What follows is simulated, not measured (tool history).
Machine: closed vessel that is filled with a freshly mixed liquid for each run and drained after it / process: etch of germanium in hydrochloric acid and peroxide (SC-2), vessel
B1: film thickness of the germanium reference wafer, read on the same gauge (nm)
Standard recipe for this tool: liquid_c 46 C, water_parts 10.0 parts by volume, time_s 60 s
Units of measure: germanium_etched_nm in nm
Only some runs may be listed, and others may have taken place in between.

{"run": 1, "hour": 0.0, "liquid_c": 43, "water_parts": 7.0, "time_s": 60, "B1": 70.03, "germanium_etched_nm": 128.91}
{"run": 2, "hour": 67.5, "liquid_c": 46, "water_parts": 10.0, "time_s": 60, "B1": 70.04, "germanium_etched_nm": 138.42}
{"run": 3, "hour": 128.2, "liquid_c": 46, "water_parts": 10.0, "time_s": 60, "B1": 70.0, "germanium_etched_nm": 138.69}
{"run": 4, "hour": 182.8, "liquid_c": 46, "water_parts": 10.0, "time_s": 60, "B1": 70.03, "germanium_etched_nm": 138.33}
{"run": 5, "hour": 226.6, "liquid_c": 46, "water_parts": 10.0, "time_s": 60, "B1": 69.97, "germanium_etched_nm": 138.49}
{"run": 6, "hour": 259.3, "liquid_c": 46, "water_parts": 10.0, "time_s": 60, "B1": 70.02, "germanium_etched_nm": 138.72}
{"run": 7, "hour": 293.7, "liquid_c": 46, "water_parts": 10.0, "time_s": 60, "B1": 70.02, "germanium_etched_nm": 138.47}
{"run": 8, "hour": 335.3, "liquid_c": 46, "water_parts": 10.0, "time_s": 60, "B1": 70.04, "germanium_etched_nm": 138.44}
{"hour": 348.2, "done": "new drum of peroxide connected"}
{"run": 9, "hour": 393.1, "liquid_c": 46, "water_parts": 10.0, "time_s": 60, "B1": 69.95, "germanium_etched_nm": 138.03}
{"run": 10, "hour": 438.0, "liquid_c": 46, "water_parts": 10.0, "time_s": 60, "B1": 69.97, "germanium_etched_nm": 138.8}
{"run": 11, "hour": 484.8, "liquid_c": 46, "water_parts": 10.0, "time_s": 60, "B1": 70.02, "germanium_etched_nm": 138.12}
{"run": 12, "hour": 554.4, "liquid_c": 46, "water_parts": 10.0, "time_s": 60, "B1": 70.0, "germanium_etched_nm": 138.33}
{"run": 13, "hour": 588.9, "liquid_c": 46, "water_parts": 10.0, "time_s": 60, "B1": 69.97, "germanium_etched_nm": 138.13}
{"run": 14, "hour": 615.2, "liquid_c": 46, "water_parts": 10.0, "time_s": 60, "B1": 70.01, "germanium_etched_nm": 137.61}
{"hour": 648.4, "done": "gauge calibrated"}
{"run": 15, "hour": 675.0, "liquid_c": 38, "water_parts": 5.5, "time_s": 30, "B1": 70.02, "germanium_etched_nm": 54.0}
{"run": 16, "hour": 703.3, "liquid_c": 46, "water_parts": 14.5, "time_s": 30, "B1": 69.99, "germanium_etched_nm": 66.7}

For run 17, what comes out?
{"run": 17, "hour": 741.3, "liquid_c": 46, "water_parts": 10.0, "time_s": 60, "B1": "?", "germanium_etched_nm": "?"}

Logged for run 17: B1 70.00, germanium_etched_nm 138.05 nm.
With no hidden state in the tool, this same run would have given germanium_etched_nm 139.93 nm.

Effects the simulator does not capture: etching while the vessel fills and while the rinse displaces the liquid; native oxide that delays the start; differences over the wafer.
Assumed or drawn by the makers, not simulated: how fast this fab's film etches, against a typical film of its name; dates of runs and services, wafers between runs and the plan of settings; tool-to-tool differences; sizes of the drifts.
